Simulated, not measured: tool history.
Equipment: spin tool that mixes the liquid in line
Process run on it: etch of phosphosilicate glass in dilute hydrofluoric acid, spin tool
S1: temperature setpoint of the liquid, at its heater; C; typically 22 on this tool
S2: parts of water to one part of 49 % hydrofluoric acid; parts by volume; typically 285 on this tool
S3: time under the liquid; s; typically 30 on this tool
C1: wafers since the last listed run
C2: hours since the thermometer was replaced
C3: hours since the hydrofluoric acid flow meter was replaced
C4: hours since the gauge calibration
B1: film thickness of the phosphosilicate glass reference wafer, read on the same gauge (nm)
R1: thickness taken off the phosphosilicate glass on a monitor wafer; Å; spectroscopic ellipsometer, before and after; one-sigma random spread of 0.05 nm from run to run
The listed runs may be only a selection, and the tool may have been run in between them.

Run 1, hour 0: usual settings; C1 0; C2 847.7; C3 1215.4; C4 379.7; B1 99.98. Result: R1 85.9 Å.
Run 2, hour 64.8: usual settings; C1 1030; C2 912.5; C3 1280.2; C4 444.5; B1 99.99. Result: R1 86.8 Å.
Run 3, hour 108.1: usual settings; C1 688; C2 955.8; C3 1323.5; C4 487.8; B1 100.02. Result: R1 85.2 Å.
Run 4, hour 183.7: usual settings but S1 18.5 C, S2 380 parts by volume; C1 1202; C2 1031.4; C3 1399.1; C4 563.4; B1 99.99. Result: R1 52.5 Å.
Run 5, hour 253.5: usual settings but S1 18.5 C, S2 380 parts by volume; C1 1110; C2 1101.2; C3 1468.9; C4 633.2; B1 100.03. Result: R1 52.3 Å.
Run 6, hour 308.5: usual settings but S2 320 parts by volume; C1 874; C2 1156.2; C3 1523.9; C4 688.2; B1 100. Result: R1 74.5 Å.
Run 7, hour 409.7: usual settings but S2 320 parts by volume; C1 1609; C2 1257.4; C3 1625.1; C4 789.4; B1 100. Result: R1 74 Å.
Run 8, hour 516: usual settings; C1 1690; C2 1363.7; C3 1731.4; C4 895.7; B1 100.03. Result: R1 86.4 Å.
Run 9, hour 565.3: usual settings; C1 784; C2 1413; C3 1780.7; C4 945; B1 99.98. Result: R1 86.8 Å.
Run 10, hour 617.6: usual settings; C1 831; C2 1465.3; C3 1833; C4 997.3; B1 100.03. Result: R1 86.3 Å.
Run 11, hour 702.5: usual settings; C1 1350; C2 1550.2; C3 1917.9; C4 1082.2; B1 100. Result: R1 87.3 Å.
Run 12, hour 747.2: usual settings; C1 711; C2 1594.9; C3 1962.6; C4 1126.9; B1 99.99. Result: R1 86 Å.
Run 13, hour 829.9: usual settings; C1 1315; C2 1677.6; C3 2045.3; C4 1209.6; B1 100.03. Result: R1 85.8 Å.
Run 14, hour 916.7: usual settings; C1 1380; C2 1764.4; C3 2132.1; C4 1296.4; B1 99.98. Result: R1 87.2 Å.
Run 15, hour 982.4: usual settings; C1 1045; C2 1830.1; C3 2197.8; C4 1362.1; B1 100.02. Result: R1 86.2 Å.
Run 16, hour 1062.7: usual settings but S3 50 s; C1 1277; C2 1910.4; C3 2278.1; C4 1442.4; B1 100. Result: R1 144.3 Å.
Run 17, hour 1129.7: usual settings; C1 1065; C2 1977.4; C3 2345.1; C4 1509.4; B1 100.01. Result: R1 87.5 Å.
Run 18, hour 1175.2: usual settings; C1 723; C2 2022.9; C3 2390.6; C4 1554.9; B1 100.02. Result: R1 88.3 Å.
Run 19, hour 1250.9: usual settings but S1 20 C, S3 25 s; C1 1204; C2 2098.6; C3 2466.3; C4 1630.6; B1 100. Result: R1 67.5 Å.
Run 20, hour 1331.6: usual settings but S1 19 C, S2 350 parts by volume, S3 35 s; C1 1283; C2 2179.3; C3 2547; C4 1711.3; B1 99.97. Result: R1 70.5 Å.
Run 21, hour 1423.7: usual settings but S1 24.5 C, S2 330 parts by volume, S3 20 s; C1 1464; C2 2271.4; C3 2639.1; C4 1803.4; B1 100. Result: R1 52.7 Å.
At hour 1434.8: gauge calibrated.
Run 22, hour 1484.7: usual settings but S1 17.5 C, S2 230 parts by volume, S3 15 s; C1 970; C2 2332.4; C3 2700.1; C4 49.9; B1 99.99. Result: R1 48.3 Å.
Run 23, hour 1525: usual settings but S1 18.5 C, S2 425 parts by volume; C1 641; C2 2372.7; C3 2740.4; C4 90.2; B1 99.95. Result: R1 46.6 Å.
At hour 1591.4: hydrofluoric acid flow meter replaced.
At hour 1598.3: thermometer replaced.
Run 24, hour 1628.2: usual settings but S1 20.5 C, S2 245 parts by volume, S3 20 s; C1 1609; C2 29.9; C3 36.8; C4 193.4; B1 100. Result: R1 63.6 Å.
Run 25, hour 1845.3: usual settings but S1 23.5 C; C1 3453; C2 247; C3 253.9; C4 410.5; B1 99.99. Result: R1 88.1 Å.
Run 26, hour 1926.2: usual settings but S1 18.5 C, S2 425 parts by volume; C1 1286; C2 327.9; C3 334.8; C4 491.4; B1 99.95. Result: R1 44.2 Å.
Run 27, hour 2013.8: usual settings but S1 18.5 C, S2 165 parts by volume, S3 40 s; C1 1393; C2 415.5; C3 422.4; C4 579; B1 99.96. Result: R1 188.2 Å.
Run 28, hour 2080.9: usual settings; C1 1067; C2 482.6; C3 489.5; C4 646.1; B1 99.98. Result: R1 84.3 Å.
Run 29, hour 2164.5: usual settings but S2 370 parts by volume; C1 1329; C2 566.2; C3 573.1; C4 729.7; B1 99.99. Result: R1 60.2 Å.
Run 30, hour 2236.2: usual settings but S1 26 C, S2 365 parts by volume, S3 35 s; C1 1140; C2 637.9; C3 644.8; C4 801.4; B1 99.99. Result: R1 81.2 Å.
Run 31, hour 2289.5: usual settings but S3 40 s; C1 847; C2 691.2; C3 698.1; C4 854.7; B1 100. Result: R1 112.2 Å.

Selected run-to-run steps in R1, each split into two signed amounts: the part the tool would show with no hidden state at all (from settings, incoming material and random variation), and the remainder, which goes to the hidden state together with any gauge scatter not common to the measured and the hidden-state-free results:
Hidden conditions of the tool in this case: liquid colder than its thermometer reads (K); hydrofluoric acid flow above the setpoint (%); gauge reads high (%).
Run 15 -> 16: S3 30 -> 50. R1 +58.1 Å: hidden state +3, all else +55.1.
Run 16 -> 17: S3 50 -> 30. R1 -56.8 Å: hidden state -2.7, all else -54.1.
Run 23 -> 24: S1 18.5 -> 20.5, S2 425 -> 245, S3 30 -> 20, hydrofluoric acid flow meter replaced, thermometer replaced. R1 +17 Å: hidden state -2.4, all else +19.4.
Run 26 -> 27: S2 425 -> 165, S3 30 -> 40. R1 +144 Å: hidden state +1.8, all else +142.2.
Run 27 -> 28: S1 18.5 -> 22, S2 165 -> 285, S3 40 -> 30. R1 -103.9 Å: hidden state -1.1, all else -102.8.

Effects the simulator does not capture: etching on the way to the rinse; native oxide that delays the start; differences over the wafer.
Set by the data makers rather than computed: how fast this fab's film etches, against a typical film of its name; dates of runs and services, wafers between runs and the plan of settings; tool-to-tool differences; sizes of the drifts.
